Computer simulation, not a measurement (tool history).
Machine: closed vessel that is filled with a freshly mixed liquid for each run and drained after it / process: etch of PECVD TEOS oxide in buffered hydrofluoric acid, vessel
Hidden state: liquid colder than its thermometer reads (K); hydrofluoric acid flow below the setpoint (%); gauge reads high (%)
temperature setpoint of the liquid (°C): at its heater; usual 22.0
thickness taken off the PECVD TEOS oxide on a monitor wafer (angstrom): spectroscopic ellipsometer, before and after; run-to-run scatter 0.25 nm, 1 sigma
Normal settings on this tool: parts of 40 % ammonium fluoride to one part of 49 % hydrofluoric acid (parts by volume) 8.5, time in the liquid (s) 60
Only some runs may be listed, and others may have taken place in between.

| run | hour | temperature setpoint of the liquid (°C) | parts of 40 % ammonium fluoride to one part of 49 % hydrofluoric acid (parts by volume) | time in the liquid (s) | wafers since the last listed run | hours since the thermometer was replaced | hours since the hydrofluoric acid flow meter was replaced | hours since the gauge calibration | read-back film thickness of the PECVD TEOS oxide reference wafer, read on the same gauge (nm) | thickness taken off the PECVD TEOS oxide on a monitor wafer (angstrom) |
|---|---|---|---|---|---|---|---|---|---|---|
| 1 | 0.0 | 22.0 | 8.5 | 40 | 0 | 324.5 | 573.9 | 1579.8 | 130.01 | 513.4 |
| 2 | 83.5 | 22.0 | 8.5 | 40 | 11033 | 408.0 | 657.4 | 1663.3 | 129.99 | 514.8 |
| 3 | 127.7 | 22.0 | 8.5 | 60 | 5840 | 452.2 | 701.6 | 1707.5 | 129.99 | 771.1 |
| 4 | 216.0 | 22.0 | 8.5 | 60 | 11668 | 540.5 | 789.9 | 1795.8 | 130.01 | 763.2 |
| 5 | 276.5 | 22.0 | 8.5 | 60 | 7994 | 601.0 | 850.4 | 1856.3 | 130.00 | 762.7 |
| 6 | 315.6 | 22.0 | 8.5 | 60 | 5166 | 640.1 | 889.5 | 1895.4 | 130.00 | 765.8 |
| 7 | 421.3 | 22.0 | 8.5 | 60 | 13967 | 745.8 | 995.2 | 2001.1 | 129.99 | 758.5 |
| 8 | 461.2 | 22.0 | 8.5 | 60 | 5272 | 785.7 | 1035.1 | 2041.0 | 130.00 | 758.8 |
|  | 497.5 | gauge calibrated |
| 9 | 525.5 | 22.0 | 8.5 | 60 | 8496 | 850.0 | 1099.4 | 28.0 | 129.98 | 757.7 |
| 10 | 584.0 | 22.0 | 8.5 | 60 | 7730 | 908.5 | 1157.9 | 86.5 | 130.01 | 757.8 |
| 11 | 660.4 | 22.0 | 5.5 | 40 | 10095 | 984.9 | 1234.3 | 162.9 | 129.98 | 776.4 |
| 12 | 842.1 | 22.0 | 8.5 | 60 | 24009 | 1166.6 | 1416.0 | 344.6 | 130.01 | 754.3 |
| 13 | 887.9 | 22.0 | 6.5 | 85 | 6052 | 1212.4 | 1461.8 | 390.4 | 130.00 | 1415.0 |
| 14 | 937.0 | 24.0 | 10.0 | 90 | 6488 | 1261.5 | 1510.9 | 439.5 | 130.00 | 1113.2 |
| 15 | 1016.7 | 20.0 | 8.5 | 45 | 10531 | 1341.2 | 1590.6 | 519.2 | 129.99 | 503.9 |
|  | 1033.1 | hydrofluoric acid flow meter replaced |
| 16 | 1114.8 | 24.5 | 5.5 | 80 | 12830 | 1439.3 | 81.7 | 617.3 | 130.01 | 1801.3 |
| 17 | 1189.2 | 17.5 | 6.5 | 60 | 9831 | 1513.7 | 156.1 | 691.7 | 129.98 | 790.7 |
|  | 1233.8 | thermometer replaced |
| 18 | 1264.0 | 19.5 | 5.5 | 30 | 9751 | 30.2 | 230.9 | 766.5 | 129.99 | 512.1 |
| 19 | 1369.0 | 17.5 | 8.5 | 35 | 13874 | 135.2 | 335.9 | 871.5 | 130.01 | 348.5 |
| 20 | 1464.7 | 25.5 | 5.0 | 50 | 12645 | 230.9 | 431.6 | 967.2 | 130.01 | 1282.0 |
| 21 | 1532.7 | 22.0 | 6.0 | 60 | 8985 | 298.9 | 499.6 | 1035.2 | 130.01 | 1087.8 |
| 22 | 1580.4 | 22.0 | 6.0 | 60 | 6303 | 346.6 | 547.3 | 1082.9 | 129.99 | 1084.6 |
| 23 | 1682.6 | 26.5 | 8.5 | 60 | 13504 | 448.8 | 649.5 | 1185.1 | 130.01 | 981.1 |
| 24 | 1959.6 | 25.5 | 7.5 | 60 | 36602 | 725.8 | 926.5 | 1462.1 | 130.02 | 1059.5 |
| 25 | 2016.2 | 22.0 | 8.5 | 50 | 7479 | 782.4 | 983.1 | 1518.7 | 130.00 | 632.3 |
| 26 | 2074.3 | 26.0 | 10.5 | 30 | 7677 | 840.5 | 1041.2 | 1576.8 | 130.00 | 397.5 |
| 27 | 2169.3 | 27.0 | 8.5 | 60 | 12553 | 935.5 | 1136.2 | 1671.8 | 130.01 | 996.2 |
| 28 | 2254.7 | 22.0 | 8.5 | 60 | 11284 | 1020.9 | 1221.6 | 1757.2 | 130.00 | 759.2 |
| 29 | 2335.3 | 19.0 | 8.5 | 70 | 10650 | 1101.5 | 1302.2 | 1837.8 | 130.00 | 744.0 |
| 30 | 2414.4 | 22.0 | 5.0 | 60 | 10452 | 1180.6 | 1381.3 | 1916.9 | 130.01 | 1247.3 |
| 31 | 2508.3 | 22.0 | 8.5 | 60 | 12408 | 1274.5 | 1475.2 | 2010.8 | 130.03 | 754.8 |
|  | 2525.8 | thermometer replaced |
| 32 | 2584.1 | 22.0 | 10.5 | 60 | 9884 | 58.3 | 1551.0 | 2086.6 | 129.99 | 633.8 |
| 33 | 2625.3 | 22.0 | 8.5 | 60 | 5444 | 99.5 | 1592.2 | 2127.8 | 130.02 | 758.9 |
|  | 2632.1 | gauge calibrated |
| 34 | 2715.1 | 22.0 | 8.5 | 80 | 11866 | 189.3 | 1682.0 | 83.0 | 130.01 | 998.5 |

Had the tool no unlogged condition, and each run kept its random variation, what would the results have been?
| run | thickness taken off the PECVD TEOS oxide on a monitor wafer (angstrom) |
|---|---|
| 1 | 520.0 |
| 2 | 522.4 |
| 3 | 783.1 |
| 4 | 776.5 |
| 5 | 777.0 |
| 6 | 780.7 |
| 7 | 775.0 |
| 8 | 776.0 |
| 9 | 775.8 |
| 10 | 776.9 |
| 11 | 792.6 |
| 12 | 777.4 |
| 13 | 1450.6 |
| 14 | 1145.8 |
| 15 | 521.2 |
| 16 | 1804.9 |
| 17 | 793.4 |
| 18 | 514.4 |
| 19 | 351.2 |
| 20 | 1291.7 |
| 21 | 1097.5 |
| 22 | 1095.1 |
| 23 | 995.1 |
| 24 | 1080.8 |
| 25 | 645.8 |
| 26 | 405.6 |
| 27 | 1020.7 |
| 28 | 779.2 |
| 29 | 765.0 |
| 30 | 1276.2 |
| 31 | 778.7 |
| 32 | 652.8 |
| 33 | 784.9 |
| 34 | 1034.6 |

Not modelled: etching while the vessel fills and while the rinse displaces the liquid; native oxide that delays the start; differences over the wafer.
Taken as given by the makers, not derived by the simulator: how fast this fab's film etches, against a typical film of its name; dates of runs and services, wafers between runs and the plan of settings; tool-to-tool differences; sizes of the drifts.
